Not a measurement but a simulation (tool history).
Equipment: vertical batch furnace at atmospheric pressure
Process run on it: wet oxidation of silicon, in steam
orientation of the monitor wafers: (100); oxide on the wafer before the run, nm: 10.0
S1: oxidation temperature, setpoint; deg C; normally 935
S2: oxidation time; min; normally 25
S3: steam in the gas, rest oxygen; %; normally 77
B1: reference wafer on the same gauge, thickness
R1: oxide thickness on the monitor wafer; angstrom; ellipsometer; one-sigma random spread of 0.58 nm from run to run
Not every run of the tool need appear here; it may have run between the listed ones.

| run | day | S1 | S2 | S3 | B1 | R1 |
|---|---|---|---|---|---|---|
| 1 | 0 | 935 | 25 | 77 | 111.21 | 1024.6 |
| 2 | 1.933 | 935 | 25 | 77 | 111.23 | 1018.5 |
| 3 | 3.742 | 935 | 25 | 77 | 111.31 | 1015.6 |
| 4 | 14.325 | 935 | 25 | 77 | 111.7 | 1033.1 |
| 5 | 18.146 | 935 | 25 | 77 | 111.87 | 1021.9 |
| 6 | 21.146 | 935 | 25 | 77 | 112.12 | 1029.4 |
| 7 | 24.1 | 935 | 25 | 77 | 112.27 | 1027.4 |
| 8 | 28.45 | 935 | 25 | 77 | 112.54 | 1039.4 |
| 9 | 31.733 | 935 | 25 | 77 | 112.66 | 1036.5 |
|  | 35.021 | steam generator serviced |
| 10 | 35.042 | 935 | 25 | 77 | 112.81 | 1031.9 |
| 11 | 45.342 | 935 | 25 | 77 | 113.04 | 1052 |
|  | 46.462 | thermocouples replaced and temperature profile calibrated |
| 12 | 47.838 | 935 | 25 | 77 | 113.45 | 1056 |
| 13 | 50.388 | 935 | 25 | 77 | 113.63 | 1036.8 |
| 14 | 63.721 | 953 | 25 | 68 | 114.07 | 1145.3 |
| 15 | 66.096 | 950 | 21 | 70 | 114.04 | 994.4 |
| 16 | 67.867 | 960 | 25 | 77 | 114.4 | 1365.4 |
| 17 | 69.85 | 935 | 25 | 77 | 114.24 | 1046.6 |
| 18 | 73.279 | 935 | 25 | 86 | 114.42 | 1142.4 |
| 19 | 76.762 | 946 | 29 | 68 | 114.7 | 1216.9 |
|  | 77.338 | gauge calibrated |
| 20 | 78.554 | 935 | 28.5 | 77 | 111.71 | 1142.9 |
| 21 | 81.612 | 926 | 15.5 | 66 | 111.62 | 561.5 |
| 22 | 88.388 | 915 | 20.5 | 82 | 111.63 | 738.3 |
| 23 | 92.388 | 935 | 25 | 77 | 112.24 | 1025 |
|  | 96.692 | steam generator serviced |
| 24 | 96.712 | 915 | 28.5 | 67 | 112.3 | 820 |
| 25 | 98 | 947 | 32.5 | 77 | 112.4 | 1457.9 |
| 26 | 100.008 | 935 | 25 | 77 | 112.25 | 1041.9 |

Below are 3 alternative next runs, each starting from the tool's condition after run 26. Predict each:
| A | 100.2 | 935 | 25 | 77 | ? | ? |
| B | 100.2 | 949 | 33 | 81 | ? | ? |
| C | 100.2 | 950 | 25 | 77 | ? | ? |

| run | B1 | R1 |
|---|---|---|
| A | 112.38 | 1035.7 |
| B | 112.38 | 1574.8 |
| C | 112.38 | 1219.1 |
The same runs, with their run-to-run variation unchanged, on a tool lacking any hidden condition would have given:
| run | R1 |
|---|---|
| A | 1022.7 |
| B | 1555 |
| C | 1203.8 |
